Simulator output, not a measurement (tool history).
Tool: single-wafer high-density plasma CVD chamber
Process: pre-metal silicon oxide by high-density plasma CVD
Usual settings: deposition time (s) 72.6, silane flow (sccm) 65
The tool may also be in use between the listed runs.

run     day  deposition time (s)  silane flow (sccm)  read-back reference wafer on the same gauge, thickness_nm  mean film thickness on the monitor wafer (angstrom)
  1       0                 72.6                  65                                                    510.638                                              5060.35
  2   0.688                 72.6                  65                                                    511.445                                              5075.45
  3   2.133                 72.6                  65                                                    511.267                                              5055.03
  4   3.512                 72.6                  65                                                    511.237                                              5072.36
  5   4.983                 72.6                  65                                                    511.118                                              5063.89
  6   6.312                 72.6                  65                                                    511.476                                              5076.01
      7.062  -- silane flow controller replaced
      7.408  -- gauge calibrated
  7   7.754                 78.4                  65                                                    510.616                                              5130.85
  8   8.808                 72.6                  65                                                    511.165                                              4732.57
  9   9.675                 64.2                  73                                                    510.914                                              4710.12
 10  10.962                 77.3                  71                                                    511.573                                              5512.64
 11  11.804                 63.2                  57                                                    511.046                                              3616.49
 12  13.238                 83.5                  78                                                    511.042                                              6543.42
 13  14.233                 77.5                  65                                                    510.577                                              5063.14
 14  15.238                 72.6                  65                                                    511.458                                               4750.4
 15  16.583                 72.6                  65                                                    510.958                                              4760.73

4 ways to go on from here, each from the tool as it stands after run 15. What would each give?
  A  16.6                 59.6                  65                                                          ?                                                    ?
  B  16.6                 58.9                  61                                                          ?                                                    ?
  C  16.6                 82.3                  74                                                          ?                                                    ?
  D  16.6                 63.9                  57                                                          ?                                                    ?

run  read-back reference wafer on the same gauge, thickness_nm  mean film thickness on the monitor wafer (angstrom)
  A                                                    510.629                                              3902.46
  B                                                    510.629                                              3619.29
  C                                                    510.629                                              6134.94
  D                                                    510.629                                              3669.06
Without the tool's hidden state the same runs would have given:
run  mean film thickness on the monitor wafer (angstrom)
  A                                              3908.26
  B                                              3624.68
  C                                              6144.07
  D                                              3674.51

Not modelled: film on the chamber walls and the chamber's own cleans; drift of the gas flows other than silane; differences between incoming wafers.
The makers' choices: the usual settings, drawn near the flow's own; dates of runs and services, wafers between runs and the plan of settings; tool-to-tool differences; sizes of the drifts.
